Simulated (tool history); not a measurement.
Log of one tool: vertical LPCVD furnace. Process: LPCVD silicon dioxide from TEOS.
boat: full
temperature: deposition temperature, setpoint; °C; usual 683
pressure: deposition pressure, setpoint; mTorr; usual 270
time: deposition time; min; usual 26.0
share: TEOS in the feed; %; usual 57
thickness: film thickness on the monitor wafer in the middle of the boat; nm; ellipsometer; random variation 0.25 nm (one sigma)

run    hour  temperature  pressure  time  share  wafers since the last listed run  hours since the last temperature calibration  hours since the pressure gauge was zeroed  hours since the TEOS flow controller was replaced  hours since the gauge calibration  read-back reference wafer on the same gauge, thickness  thickness
  1     0.0          683       270  26.0     62                                 0                                        1481.8                                     3912.4                                             2420.3                              113.6                                                  120.02     110.72
  2    67.8          683       270  26.0     62                              1590                                        1549.6                                     3980.2                                             2488.1                              181.4                                                  119.97     110.13
  3   110.4          683       270  26.0     62                               999                                        1592.2                                     4022.8                                             2530.7                              224.0                                                  119.99     109.98
  4   159.6          683       270  26.0     65                              1154                                        1641.4                                     4072.0                                             2579.9                              273.2                                                  120.02     113.12
      201.6  -- pressure gauge zeroed
  5   202.1          683       270  26.0     65                               434                                        1683.9                                        0.5                                             2622.4                              315.7                                                  120.01     115.28
      232.3  -- thermocouples replaced and temperature profile calibrated
  6   232.8          683       255  26.0     57                               157                                           0.5                                       31.2                                             2653.1                              346.4                                                  120.01     102.37
  7   283.0          691       210  20.0     46                              1177                                          50.7                                       81.4                                             2703.3                              396.6                                                  119.93      77.98
  8   341.6          675       245  26.0     65                              1374                                         109.3                                      140.0                                             2761.9                              455.2                                                  119.98      88.58
      421.6  -- TEOS flow controller replaced
  9   422.1          695       270  22.0     57                              1325                                         189.8                                      220.5                                                0.5                              535.7                                                  119.96     119.61
 10   470.1          683       270  26.0     57                              1126                                         237.8                                      268.5                                               48.5                              583.7                                                  120.05     105.74
 11   500.6          683       270  26.0     57                               715                                         268.3                                      299.0                                               79.0                              614.2                                                  119.99     106.49
 12   569.1          683       225  17.0     57                              1607                                         336.8                                      367.5                                              147.5                              682.7                                                  120.04      63.53
 13   612.5          688       270  23.0     57                              1018                                         380.2                                      410.9                                              190.9                              726.1                                                  120.01     105.37
 14   647.1          691       290  32.5     51                               811                                         414.8                                      445.5                                              225.5                              760.7                                                  119.99     157.68
 15   692.7          673       290  18.0     53                              1069                                         460.4                                      491.1                                              271.1                              806.3                                                  119.96      57.50
 16   731.6          683       270  26.0     57                               912                                         499.3                                      530.0                                              310.0                              845.2                                                  120.00     106.17
 17   786.2          679       270  26.0     57                              1281                                         553.9                                      584.6                                              364.6                              899.8                                                  119.93      96.68
 18   833.7          677       290  30.0     53                              1114                                         601.4                                      632.1                                              412.1                              947.3                                                  120.05     106.27
 19   859.5          683       245  26.0     57                               605                                         627.2                                      657.9                                              437.9                              973.1                                                  120.01     101.26
 20   923.7          683       270  26.0     57                              1506                                         691.4                                      722.1                                              502.1                             1037.3                                                  119.97     106.36
 21   965.0          683       270  26.0     57                               968                                         732.7                                      763.4                                              543.4                             1078.6                                                  119.97     106.32
 22   994.3          683       270  26.0     57                               687                                         762.0                                      792.7                                              572.7                             1107.9                                                  120.04     106.24
 23  1041.7          683       270  33.0     61                              1112                                         809.4                                      840.1                                              620.1                             1155.3                                                  119.97     139.52
 24  1089.9          679       295  19.5     64                              1130                                         857.6                                      888.3                                              668.3                             1203.5                                                  120.06      80.15
 25  1153.8          693       225  36.0     66                              1499                                         921.5                                      952.2                                              732.2                             1267.4                                                  120.01     182.64
 26  1202.3          683       270  26.0     57                              1137                                         970.0                                     1000.7                                              780.7                             1315.9                                                  119.99     105.79
 27  1255.4          683       270  26.0     49                              1245                                        1023.1                                     1053.8                                              833.8                             1369.0                                                  120.04      98.80

Forecast run 28:
 28  1318.9          691       330  26.0     47                              1489                                        1086.6                                     1117.3                                              897.3                             1432.5                                                       ?          ?

read-back reference wafer on the same gauge, thickness: 120.05
thickness: 128.96 nm
Without the tool's hidden state the same run would have given thickness 128.22 nm.

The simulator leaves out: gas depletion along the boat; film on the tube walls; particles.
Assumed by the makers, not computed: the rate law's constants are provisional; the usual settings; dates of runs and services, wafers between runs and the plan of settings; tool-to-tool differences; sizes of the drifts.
